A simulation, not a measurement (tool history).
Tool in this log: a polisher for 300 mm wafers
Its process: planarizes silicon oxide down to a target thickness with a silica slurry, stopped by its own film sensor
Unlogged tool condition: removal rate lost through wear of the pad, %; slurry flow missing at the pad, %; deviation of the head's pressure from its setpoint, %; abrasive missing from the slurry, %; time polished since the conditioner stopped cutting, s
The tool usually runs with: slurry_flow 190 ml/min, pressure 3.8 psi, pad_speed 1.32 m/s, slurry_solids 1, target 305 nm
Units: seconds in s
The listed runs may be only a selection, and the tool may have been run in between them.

run	day	slurry_flow	pressure	pad_speed	slurry_solids	target	wafers since the last listed run	wafers polished on this pad	hours since the slurry nozzle was cleaned	hours since the head pressure was calibrated	hours since the slurry blender was calibrated	hours since the conditioning disc was replaced	incoming thickness of the incoming film, nm	seconds
1	0	190	3.8	1.32	1	305	0	1007	402.4	1125.3	204.7	391.9	544.9	81.9
# day 0.817: worn pad replaced by a new one
2	0.838	190	3.8	1.32	1	305	129	3	422.5	1145.4	224.8	412	553.3	86.1
3	1.171	190	3.8	1.32	1	305	64	67	430.5	1153.4	232.8	420	550.9	83.3
4	1.708	190	3.8	1.32	1	275	103	171	443.4	1166.3	245.7	432.9	557.7	99.7
5	2.421	190	3.8	1.32	1	275	137	309	460.5	1183.4	262.8	450	555.3	97.9
6	3.146	190	3.8	1.32	1	275	139	449	477.9	1200.8	280.2	467.4	553.9	93.3
7	3.742	190	3.8	1.32	1	305	114	564	492.2	1215.1	294.5	481.7	540.6	81.6
8	4.371	190	3.8	1.32	1	305	121	685	507.3	1230.2	309.6	496.8	547.1	82.7
# day 4.733: slurry blender recalibrated
9	4.971	190	4.1	1.32	1	305	99	785	521.7	1244.6	5.7	511.2	548.1	79.8
# day 5.112: conditioning disc replaced and pad reconditioned
10	5.338	190	3.8	1.32	1	305	54	839	530.5	1253.4	14.5	5.4	555.7	87.3
11	5.896	190	3.8	1.32	1	305	107	947	543.9	1266.8	27.9	18.8	548.1	82.9
# day 6.217: worn pad replaced by a new one
# day 6.321: slurry nozzle cleaned
# day 6.508: head pressure recalibrated
12	6.554	190	3.8	0.86	1	305	70	41	5.6	1.1	43.7	34.6	546.1	115.1

The next listed run, before its measurement:
13	7.121	190	4.7	1.32	1	305	109	150	19.2	14.7	57.3	48.2	547.5	?

Run 13 measured seconds 67.5 s.
The same run, on a tool lacking any hidden state, would have yielded seconds 67.5 s.
